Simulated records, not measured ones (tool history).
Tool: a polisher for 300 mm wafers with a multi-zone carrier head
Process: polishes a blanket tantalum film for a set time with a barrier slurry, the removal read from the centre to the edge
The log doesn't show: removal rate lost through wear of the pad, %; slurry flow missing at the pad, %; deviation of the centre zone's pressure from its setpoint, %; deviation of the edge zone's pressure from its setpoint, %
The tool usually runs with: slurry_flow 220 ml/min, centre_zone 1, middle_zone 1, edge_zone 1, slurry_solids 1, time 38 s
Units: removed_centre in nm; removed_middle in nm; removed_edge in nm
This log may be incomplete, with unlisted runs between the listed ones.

| run | hour | slurry_flow | centre_zone | middle_zone | edge_zone | slurry_solids | time | wafers since the last listed run | wafers polished on this pad | hours since the slurry nozzle was cleaned | hours since the centre zone pressure was calibrated | hours since the edge zone pressure was calibrated | hours since the carrier head's membrane was replaced | incoming thickness of the incoming film, nm | removed_centre | removed_middle | removed_edge |
|---|---|---|---|---|---|---|---|---|---|---|---|---|---|---|---|---|---|
| 1 | 0 | 220 | 1 | 1 | 1 | 1 | 38 | 0 | 2810 | 46.4 | 114.8 | 1604.1 | 137.7 | 372.7 | 76.5 | 78.2 | 78.3 |
|  | 25.4 | worn pad replaced by a new one |
| 2 | 27.5 | 220 | 1 | 1 | 1 | 1 | 38 | 454 | 40 | 73.9 | 142.3 | 1631.6 | 165.2 | 366.2 | 80.9 | 81.1 | 81.1 |
|  | 42.8 | edge zone pressure recalibrated |
| 3 | 50.1 | 220 | 1 | 1 | 1 | 1 | 38 | 398 | 439 | 96.5 | 164.9 | 7.3 | 187.8 | 371.1 | 80.7 | 82.6 | 81.8 |
| 4 | 80.1 | 220 | 1 | 1.06 | 1.06 | 1 | 50 | 580 | 1019 | 126.5 | 194.9 | 37.3 | 217.8 | 372.3 | 108 | 111.2 | 109.2 |
| 5 | 100.4 | 220 | 1 | 1 | 1 | 1 | 38 | 392 | 1412 | 146.8 | 215.2 | 57.6 | 238.1 | 369.2 | 80.2 | 80.6 | 80.9 |
| 6 | 123.6 | 220 | 1 | 1 | 1 | 1 | 38 | 449 | 1861 | 170 | 238.4 | 80.8 | 261.3 | 370.8 | 79.4 | 81.2 | 80.4 |
| 7 | 157.5 | 220 | 1 | 1 | 1 | 1 | 38 | 656 | 2517 | 203.9 | 272.3 | 114.7 | 295.2 | 370 | 78.1 | 78.9 | 78.3 |
| 8 | 190.1 | 220 | 1 | 1 | 1 | 1 | 38 | 630 | 3148 | 236.5 | 304.9 | 147.3 | 327.8 | 372.1 | 78.4 | 77.6 | 76.5 |
|  | 209.5 | worn pad replaced by a new one |
| 9 | 223.8 | 245 | 1 | 1 | 1 | 1 | 38 | 574 | 277 | 270.2 | 338.6 | 181 | 361.5 | 371.6 | 79.3 | 80.8 | 80.6 |
| 10 | 256.3 | 265 | 0.88 | 1.09 | 1 | 1 | 38 | 629 | 906 | 302.7 | 371.1 | 213.5 | 394 | 371.1 | 72.6 | 86.1 | 80.8 |
| 11 | 288.7 | 220 | 0.93 | 1.05 | 1 | 1 | 49 | 627 | 1533 | 335.1 | 403.5 | 245.9 | 426.4 | 364.8 | 97.4 | 106.7 | 101.8 |
| 12 | 315.8 | 165 | 1 | 1 | 1.11 | 1 | 38 | 524 | 2058 | 362.2 | 430.6 | 273 | 453.5 | 372.2 | 75.1 | 77.5 | 82.4 |
| 13 | 343.7 | 285 | 1 | 0.89 | 1 | 1 | 38 | 539 | 2598 | 390.1 | 458.5 | 300.9 | 481.4 | 376.4 | 78.7 | 74.9 | 79 |
| 14 | 357.8 | 220 | 1 | 1 | 0.88 | 1 | 38 | 272 | 2870 | 404.2 | 472.6 | 315 | 495.5 | 376 | 77.2 | 78.5 | 73.6 |
| 15 | 381.1 | 220 | 1 | 1.03 | 1 | 1 | 38 | 450 | 3321 | 427.5 | 495.9 | 338.3 | 518.8 | 369 | 75.3 | 77.6 | 75.8 |
| 16 | 404.7 | 245 | 1 | 1 | 1 | 1 | 38 | 456 | 3778 | 451.1 | 519.5 | 361.9 | 542.4 | 366 | 76.9 | 76.1 | 74.2 |
|  | 430.7 | worn pad replaced by a new one |
| 17 | 434.8 | 220 | 0.91 | 1 | 1 | 1 | 38 | 505 | 78 | 481.2 | 549.6 | 392 | 572.5 | 366.3 | 74.9 | 81.7 | 82.5 |
| 18 | 448.7 | 220 | 1 | 1 | 0.95 | 0.8 | 38 | 269 | 347 | 495.1 | 563.5 | 405.9 | 586.4 | 368.1 | 76.5 | 77.2 | 75.2 |
| 19 | 478.5 | 220 | 1 | 1 | 1 | 1.1 | 38 | 576 | 924 | 524.9 | 593.3 | 435.7 | 616.2 | 375.4 | 81.2 | 82.3 | 81.2 |
| 20 | 511.4 | 245 | 1 | 1 | 1 | 1 | 38 | 636 | 1561 | 557.8 | 626.2 | 468.6 | 649.1 | 376.9 | 80.7 | 81.8 | 80.9 |
| 21 | 528.9 | 185 | 1 | 1.07 | 0.91 | 0.9 | 38 | 338 | 1900 | 575.3 | 643.7 | 486.1 | 666.6 | 366.7 | 75.9 | 79.8 | 72.6 |
|  | 538.8 | carrier head's membrane replaced by a new one |
| 22 | 551.8 | 145 | 1.09 | 1 | 1 | 1 | 38 | 346 | 2246 | 598.2 | 666.6 | 509 | 13 | 375.9 | 79.9 | 77 | 75.7 |

Predict each of these 4 candidate next runs independently; none follows another, all start after run 22:
| A | 552.2 | 220 | 1 | 1 | 1 | 1 | 30 | 7 | 2254 | 598.6 | 667 | 509.4 | 13.4 | 373.5 | ? | ? | ? |
| B | 552.2 | 220 | 1 | 1.05 | 1 | 1 | 38 | 7 | 2254 | 598.6 | 667 | 509.4 | 13.4 | 373.5 | ? | ? | ? |
| C | 552.2 | 220 | 1 | 0.95 | 1 | 1.25 | 38 | 7 | 2254 | 598.6 | 667 | 509.4 | 13.4 | 373.5 | ? | ? | ? |
| D | 552.2 | 220 | 1 | 0.96 | 1 | 1 | 29 | 7 | 2254 | 598.6 | 667 | 509.4 | 13.4 | 373.5 | ? | ? | ? |

| run | removed_centre | removed_middle | removed_edge |
|---|---|---|---|
| A | 60.5 | 62.9 | 60.9 |
| B | 76.6 | 81.9 | 77.2 |
| C | 80 | 80.8 | 80.7 |
| D | 58.4 | 59.3 | 58.9 |
With no hidden state in the tool, these same runs would have given:
| run | removed_centre | removed_middle | removed_edge |
|---|---|---|---|
| A | 62.6 | 65 | 63 |
| B | 79.3 | 84.8 | 79.8 |
| C | 82.8 | 83.6 | 83.5 |
| D | 60.5 | 61.4 | 61 |
